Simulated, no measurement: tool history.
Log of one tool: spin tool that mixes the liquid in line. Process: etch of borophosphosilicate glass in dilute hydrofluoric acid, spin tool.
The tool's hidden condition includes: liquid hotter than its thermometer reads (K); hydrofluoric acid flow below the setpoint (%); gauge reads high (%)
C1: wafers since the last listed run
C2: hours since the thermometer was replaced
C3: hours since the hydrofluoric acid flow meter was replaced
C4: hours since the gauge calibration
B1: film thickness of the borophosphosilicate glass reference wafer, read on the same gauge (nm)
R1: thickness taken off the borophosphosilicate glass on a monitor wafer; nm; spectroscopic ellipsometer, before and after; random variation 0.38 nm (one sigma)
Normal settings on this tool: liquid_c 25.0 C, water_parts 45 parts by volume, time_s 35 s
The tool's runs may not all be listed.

run 1 hour=0.0 | liquid_c=25.0 water_parts=45 time_s=35 | C1=0 C2=15.0 C3=1573.8 C4=508.2 | B1=120.00 | R1=47.98
run 2 hour=17.7 | liquid_c=25.0 water_parts=45 time_s=35 | C1=303 C2=32.7 C3=1591.5 C4=525.9 | B1=120.02 | R1=47.78
run 3 hour=33.2 | liquid_c=25.0 water_parts=45 time_s=35 | C1=265 C2=48.2 C3=1607.0 C4=541.4 | B1=119.98 | R1=47.22
run 4 hour=46.5 | liquid_c=25.0 water_parts=45 time_s=35 | C1=227 C2=61.5 C3=1620.3 C4=554.7 | B1=119.99 | R1=47.19
run 5 hour=61.4 | liquid_c=28.5 water_parts=45 time_s=35 | C1=255 C2=76.4 C3=1635.2 C4=569.6 | B1=120.02 | R1=54.94
run 6 hour=71.2 | liquid_c=28.5 water_parts=45 time_s=35 | C1=167 C2=86.2 C3=1645.0 C4=579.4 | B1=119.99 | R1=54.64
run 7 hour=88.1 | liquid_c=28.5 water_parts=45 time_s=35 | C1=289 C2=103.1 C3=1661.9 C4=596.3 | B1=120.00 | R1=54.43
-- hour=90.1 hydrofluoric acid flow meter replaced
run 8 hour=99.8 | liquid_c=25.0 water_parts=30 time_s=35 | C1=183 C2=114.8 C3=9.7 C4=608.0 | B1=120.05 | R1=80.13
run 9 hour=114.5 | liquid_c=25.0 water_parts=45 time_s=25 | C1=251 C2=129.5 C3=24.4 C4=622.7 | B1=119.99 | R1=38.00
run 10 hour=127.5 | liquid_c=25.0 water_parts=45 time_s=35 | C1=222 C2=142.5 C3=37.4 C4=635.7 | B1=119.96 | R1=52.99
-- hour=137.3 gauge calibrated
run 11 hour=139.6 | liquid_c=25.0 water_parts=45 time_s=35 | C1=207 C2=154.6 C3=49.5 C4=2.3 | B1=120.01 | R1=53.06
run 12 hour=154.1 | liquid_c=23.0 water_parts=60 time_s=55 | C1=248 C2=169.1 C3=64.0 C4=16.8 | B1=119.98 | R1=56.43
run 13 hour=160.8 | liquid_c=28.0 water_parts=40 time_s=35 | C1=114 C2=175.8 C3=70.7 C4=23.5 | B1=119.97 | R1=67.86
run 14 hour=170.5 | liquid_c=25.0 water_parts=45 time_s=35 | C1=166 C2=185.5 C3=80.4 C4=33.2 | B1=120.00 | R1=52.94
run 15 hour=176.8 | liquid_c=21.0 water_parts=40 time_s=35 | C1=107 C2=191.8 C3=86.7 C4=39.5 | B1=120.01 | R1=50.56
run 16 hour=193.8 | liquid_c=25.0 water_parts=45 time_s=15 | C1=291 C2=208.8 C3=103.7 C4=56.5 | B1=119.98 | R1=22.61
run 17 hour=207.7 | liquid_c=25.0 water_parts=45 time_s=50 | C1=237 C2=222.7 C3=117.6 C4=70.4 | B1=120.00 | R1=74.78
run 18 hour=215.6 | liquid_c=23.5 water_parts=55 time_s=15 | C1=135 C2=230.6 C3=125.5 C4=78.3 | B1=120.01 | R1=17.27
run 19 hour=229.5 | liquid_c=25.0 water_parts=45 time_s=35 | C1=237 C2=244.5 C3=139.4 C4=92.2 | B1=119.98 | R1=52.92
run 20 hour=247.5 | liquid_c=25.0 water_parts=45 time_s=55 | C1=308 C2=262.5 C3=157.4 C4=110.2 | B1=120.01 | R1=81.96
run 21 hour=256.3 | liquid_c=21.0 water_parts=45 time_s=35 | C1=150 C2=271.3 C3=166.2 C4=119.0 | B1=120.03 | R1=44.51
run 22 hour=262.6 | liquid_c=25.0 water_parts=65 time_s=20 | C1=107 C2=277.6 C3=172.5 C4=125.3 | B1=120.01 | R1=20.36
run 23 hour=277.6 | liquid_c=25.0 water_parts=50 time_s=45 | C1=256 C2=292.6 C3=187.5 C4=140.3 | B1=119.99 | R1=59.68
run 24 hour=285.7 | liquid_c=30.0 water_parts=45 time_s=40 | C1=138 C2=300.7 C3=195.6 C4=148.4 | B1=119.98 | R1=73.45
run 25 hour=293.6 | liquid_c=21.0 water_parts=60 time_s=30 | C1=135 C2=308.6 C3=203.5 C4=156.3 | B1=120.02 | R1=28.33
run 26 hour=311.2 | liquid_c=22.0 water_parts=30 time_s=20 | C1=301 C2=326.2 C3=221.1 C4=173.9 | B1=120.00 | R1=40.44
run 27 hour=319.3 | liquid_c=25.0 water_parts=45 time_s=35 | C1=138 C2=334.3 C3=229.2 C4=182.0 | B1=120.00 | R1=52.37
run 28 hour=335.4 | liquid_c=25.0 water_parts=45 time_s=35 | C1=275 C2=350.4 C3=245.3 C4=198.1 | B1=120.02 | R1=52.62
run 29 hour=349.1 | liquid_c=28.0 water_parts=45 time_s=35 | C1=234 C2=364.1 C3=259.0 C4=211.8 | B1=119.99 | R1=58.99
run 30 hour=357.2 | liquid_c=25.0 water_parts=45 time_s=35 | C1=138 C2=372.2 C3=267.1 C4=219.9 | B1=120.01 | R1=52.04
run 31 hour=365.8 | liquid_c=22.5 water_parts=45 time_s=35 | C1=147 C2=380.8 C3=275.7 C4=228.5 | B1=120.00 | R1=47.06
run 32 hour=375.1 | liquid_c=25.0 water_parts=35 time_s=30 | C1=159 C2=390.1 C3=285.0 C4=237.8 | B1=120.01 | R1=58.40

For some of the steps in R1 from one run to the next: how much would appear even if the tool had no hidden state, given the settings, what came in and random variation, and how much remains for the hidden state plus any gauge scatter that the measured result and the result without hidden state don't share?
Run 4 -> 5: liquid_c 25.0 -> 28.5. R1 +7.75 nm: hidden state -1.00, all else +8.75.
Run 7 -> 8: liquid_c 28.5 -> 25.0, water_parts 45 -> 30, hydrofluoric acid flow meter replaced. R1 +25.70 nm: hidden state +6.40, all else +19.30.
Run 16 -> 17: time_s 15 -> 50. R1 +52.17 nm: hidden state -0.42, all else +52.59.
Run 17 -> 18: liquid_c 25.0 -> 23.5, water_parts 45 -> 55, time_s 50 -> 15. R1 -57.51 nm: hidden state +0.43, all else -57.94.
Run 24 -> 25: liquid_c 30.0 -> 21.0, water_parts 45 -> 60, time_s 40 -> 30. R1 -45.12 nm: hidden state +0.56, all else -45.68.

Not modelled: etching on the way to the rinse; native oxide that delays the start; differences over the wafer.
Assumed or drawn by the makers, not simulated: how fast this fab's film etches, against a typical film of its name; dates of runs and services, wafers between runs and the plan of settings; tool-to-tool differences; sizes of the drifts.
